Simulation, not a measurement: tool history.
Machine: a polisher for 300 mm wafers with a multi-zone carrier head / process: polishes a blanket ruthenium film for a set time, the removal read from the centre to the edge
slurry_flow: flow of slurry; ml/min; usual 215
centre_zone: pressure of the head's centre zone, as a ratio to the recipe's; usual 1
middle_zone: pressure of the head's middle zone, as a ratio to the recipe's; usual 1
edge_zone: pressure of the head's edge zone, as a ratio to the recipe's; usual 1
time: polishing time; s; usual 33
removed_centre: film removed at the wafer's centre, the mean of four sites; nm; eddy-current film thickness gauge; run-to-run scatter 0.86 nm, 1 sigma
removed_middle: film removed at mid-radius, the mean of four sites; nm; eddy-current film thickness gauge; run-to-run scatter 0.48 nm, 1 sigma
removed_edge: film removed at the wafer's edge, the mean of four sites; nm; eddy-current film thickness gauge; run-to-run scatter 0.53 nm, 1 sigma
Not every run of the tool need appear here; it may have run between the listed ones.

run	hour	slurry_flow	centre_zone	middle_zone	edge_zone	time	incoming thickness of the incoming film, nm	removed_centre	removed_middle	removed_edge
1	0	215	1	1	1	30	632.1	58.5	60.8	61.7
2	102.4	215	1	1	0.94	33	623.2	63.5	65	63.8
3	186.9	215	1	1	0.94	33	629	61.2	62.3	61.8
4	224.4	215	1	1	0.94	33	626	59.8	61.4	60.8
5	289.8	215	1	1	1	33	636.3	58.4	60.2	60.8
# hour 301: centre zone pressure recalibrated
6	350.4	215	1	1	1	33	636.8	57.4	58.1	58.8
# hour 363.9: worn pad replaced by a new one
7	389.2	215	1	1	1	38	631	75.5	75.8	78.8
8	426.3	215	1	1	1	38	623	74	75	76.6
9	465.7	215	1	1	1	33	632.6	63.8	64.1	66.3
10	505.6	215	1	1	1	33	642.2	61.1	63.9	65.3
11	597.7	215	1	1	1	33	627.4	59.1	60.7	62.2
# hour 632.8: slurry nozzle cleaned
# hour 670.6: worn pad replaced by a new one
# hour 690.6: centre zone pressure recalibrated
12	691.4	160	1	1.11	1	33	629.1	60.9	69.8	65
13	762.4	215	1	0.97	1	38	623.5	72.7	73.1	76.1
# hour 773.9: carrier head's membrane replaced by a new one
# hour 794.6: edge zone pressure recalibrated
14	844.4	215	0.92	1.09	1	33	634.6	55.3	67.2	64.4
15	915.6	290	0.95	1	1	33	634.5	59.5	64	64.1
16	996.3	245	1.04	1.05	1	33	633.6	61.3	62.1	61
# hour 1026.5: worn pad replaced by a new one
17	1093.4	155	0.89	1	1	33	629.4	54.1	61.1	63.2
# hour 1108.9: centre zone pressure recalibrated
18	1178	215	1	0.97	1	38	638.8	72	71.2	74.3
19	1225.3	170	1	1	1.09	33	634	57.7	59.3	64.7
# hour 1236.3: slurry nozzle cleaned
20	1289.8	215	1	1	1	33	638.5	58.8	60.8	61.2
# hour 1313.2: worn pad replaced by a new one
21	1390.4	270	1.1	1.06	1	33	633.6	72.5	69.6	67.1
22	1445.5	215	1	1	0.94	27	635.2	50	51.8	51.2
# hour 1512.7: centre zone pressure recalibrated
23	1513.3	215	1.11	1	1	33	633.7	67.8	61.7	62.8

List, for all runs, the conditions of the tool that the log does not record:
slurry flow missing at the pad, %: 0 across all the runs
deviation of the centre zone's pressure from its setpoint, %: 0 across all the runs
deviation of the edge zone's pressure from its setpoint, %: 0 across all the runs
H1: removal rate lost through wear of the pad, %
run	H1
1	1.13
2	4.83
3	7.89
4	9.25
5	11.6
6	13.8
7	1.48
8	2.82
9	4.25
10	5.69
11	9.02
12	1.08
13	3.65
14	6.61
15	9.19
16	12.1
17	3.47
18	6.53
19	8.24
20	10.6
21	3.65
22	5.64
23	8.09
